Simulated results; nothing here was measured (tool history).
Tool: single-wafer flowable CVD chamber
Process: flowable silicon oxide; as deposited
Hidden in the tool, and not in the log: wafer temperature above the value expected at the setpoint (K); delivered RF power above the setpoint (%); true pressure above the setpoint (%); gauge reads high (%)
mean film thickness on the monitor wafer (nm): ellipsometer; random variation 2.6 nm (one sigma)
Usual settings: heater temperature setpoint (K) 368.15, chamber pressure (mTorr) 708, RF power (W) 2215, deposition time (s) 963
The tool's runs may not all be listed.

| run | day | heater temperature setpoint (K) | chamber pressure (mTorr) | RF power (W) | deposition time (s) | wafers since the last listed run | hours since the last thermocouple change | hours since the last RF generator calibration | hours since the last manometer calibration | hours since the showerhead was replaced | hours since the gauge calibration | read-back reference wafer on the same gauge, thickness_nm | mean film thickness on the monitor wafer (nm) |
|---|---|---|---|---|---|---|---|---|---|---|---|---|---|
| 1 | 0 | 368.15 | 708 | 2215 | 963 | 0 | 1150.1 | 917.3 | 1582.3 | 8080 | 314.4 | 604.538 | 733.263 |
| 2 | 1.25 | 368.15 | 708 | 2215 | 963 | 84 | 1180.1 | 947.3 | 1612.3 | 8110 | 344.4 | 602.754 | 729.515 |
| 3 | 1.983 | 368.15 | 708 | 2215 | 963 | 49 | 1197.7 | 964.9 | 1629.9 | 8127.6 | 362 | 602.946 | 730.51 |
| 4 | 2.617 | 380.15 | 708 | 1915 | 963 | 42 | 1212.9 | 980.1 | 1645.1 | 8142.8 | 377.2 | 603.167 | 454.224 |
| 5 | 3.921 | 380.15 | 708 | 1915 | 963 | 87 | 1244.2 | 1011.4 | 1676.4 | 8174.1 | 408.5 | 601.837 | 449.057 |
| 6 | 4.475 | 380.15 | 708 | 1915 | 963 | 37 | 1257.5 | 1024.7 | 1689.7 | 8187.4 | 421.8 | 601.761 | 453.289 |
| 7 | 5.054 | 368.15 | 806 | 2215 | 963 | 39 | 1271.4 | 1038.6 | 1703.6 | 8201.3 | 435.7 | 600.742 | 828.007 |
|  | 5.471 | showerhead replaced |
| 8 | 6.062 | 368.15 | 806 | 2215 | 963 | 45 | 1295.6 | 1062.8 | 1727.8 | 14.2 | 459.9 | 600.322 | 826.508 |
|  | 6.517 | gauge calibrated |
| 9 | 6.875 | 368.15 | 708 | 2215 | 963 | 54 | 1315.1 | 1082.3 | 1747.3 | 33.7 | 8.6 | 611.382 | 739.034 |
|  | 7.554 | capacitance manometer re-zeroed and calibrated |
|  | 7.558 | thermocouple changed; heater temperature recalibrated |
| 10 | 7.779 | 368.15 | 708 | 2215 | 963 | 38 | 5.3 | 1104 | 5.4 | 55.4 | 30.3 | 609.796 | 740.448 |
| 11 | 9.062 | 368.15 | 799 | 2215 | 963 | 86 | 36.1 | 1134.8 | 36.2 | 86.2 | 61.1 | 609.242 | 825.929 |
| 12 | 9.638 | 368.15 | 708 | 2215 | 963 | 38 | 49.9 | 1148.6 | 50 | 100 | 74.9 | 609.287 | 734.515 |
| 13 | 11.008 | 375.15 | 621 | 1985 | 847 | 92 | 82.8 | 1181.5 | 82.9 | 132.9 | 107.8 | 607.801 | 427.552 |
|  | 11.375 | RF generator calibrated |
| 14 | 11.812 | 368.15 | 708 | 1775 | 848 | 31 | 102.1 | 10.5 | 102.2 | 152.2 | 127.1 | 607.858 | 625.393 |
| 15 | 13.067 | 368.15 | 590 | 2330 | 777 | 84 | 132.2 | 40.6 | 132.3 | 182.3 | 157.2 | 607.34 | 494.555 |
| 16 | 14.225 | 364.15 | 851 | 2575 | 1154 | 78 | 160 | 68.4 | 160.1 | 210.1 | 185 | 606.458 | 1247.826 |
| 17 | 15.325 | 368.15 | 708 | 2485 | 832 | 74 | 186.4 | 94.8 | 186.5 | 236.5 | 211.4 | 606.058 | 639.97 |
| 18 | 16.092 | 356.15 | 708 | 2215 | 1123 | 51 | 204.8 | 113.2 | 204.9 | 254.9 | 229.8 | 605.555 | 1315.5 |
| 19 | 16.688 | 379.15 | 762 | 2215 | 871 | 40 | 219.1 | 127.5 | 219.2 | 269.2 | 244.1 | 605.428 | 470.104 |
| 20 | 17.588 | 368.15 | 708 | 2215 | 963 | 60 | 240.7 | 149.1 | 240.8 | 290.8 | 265.7 | 603.622 | 731.194 |

Forecast each of these 5 alternatives for the next run:
| A | 17.617 | 368.15 | 708 | 2215 | 963 | 1 | 241.4 | 149.8 | 241.5 | 291.5 | 266.4 | ? | ? |
| B | 17.617 | 368.15 | 765 | 2215 | 963 | 1 | 241.4 | 149.8 | 241.5 | 291.5 | 266.4 | ? | ? |
| C | 17.617 | 376.15 | 640 | 1895 | 963 | 1 | 241.4 | 149.8 | 241.5 | 291.5 | 266.4 | ? | ? |
| D | 17.617 | 368.15 | 708 | 1865 | 963 | 1 | 241.4 | 149.8 | 241.5 | 291.5 | 266.4 | ? | ? |
| E | 17.617 | 368.15 | 855 | 1965 | 864 | 1 | 241.4 | 149.8 | 241.5 | 291.5 | 266.4 | ? | ? |

| run | read-back reference wafer on the same gauge, thickness_nm | mean film thickness on the monitor wafer (nm) |
|---|---|---|
| A | 605.005 | 732.604 |
| B | 605.005 | 791.206 |
| C | 605.005 | 480.014 |
| D | 605.005 | 716.325 |
| E | 605.005 | 780.861 |
Without the tool's hidden state the same runs would have given:
| run | mean film thickness on the monitor wafer (nm) |
|---|---|
| A | 741.715 |
| B | 801.046 |
| C | 485.983 |
| D | 725.234 |
| E | 790.572 |
